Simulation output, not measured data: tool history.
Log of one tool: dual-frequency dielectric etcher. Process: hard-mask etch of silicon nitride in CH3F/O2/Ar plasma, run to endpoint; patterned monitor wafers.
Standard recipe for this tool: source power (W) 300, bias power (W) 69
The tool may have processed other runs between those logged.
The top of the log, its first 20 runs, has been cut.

run	day	source power (W)	bias power (W)	incoming incoming film thickness, nm	endpoint time (s)
# day 79.775: source power generator calibrated
21	79.954	220	78	30.18	54.7
# day 80.375: bias power generator calibrated
22	82.238	300	64	30.18	54.3
23	85.746	320	58	29.98	54.6
24	88.704	330	63	30.30	53.3
25	92.517	340	80	29.97	49.2
26	94.429	270	64	30.07	56.1
27	97.446	300	69	30.39	54.0
28	100.225	300	69	30.25	53.9
29	102.258	300	69	30.17	53.7
30	105.054	280	54	30.07	58.4
# day 107.871: wet clean of the chamber
31	108.067	300	58	30.17	55.1
32	109.804	340	54	29.93	53.4
33	113.933	250	61	30.09	56.7
34	118.146	300	69	29.96	52.4

Forecast each of these 5 alternatives for the next run:
A	118.162	300	77	30.11	?
B	118.162	380	63	30.11	?
C	118.162	360	84	30.11	?
D	118.162	360	62	30.11	?
E	118.162	240	69	30.11	?

run	endpoint time (s)
A	50.8
B	50.2
C	47.1
D	51.2
E	55.6
Had the tool no hidden state, the same runs would have come out as:
run	endpoint time (s)
A	50.6
B	50.0
C	46.9
D	51.0
E	55.3
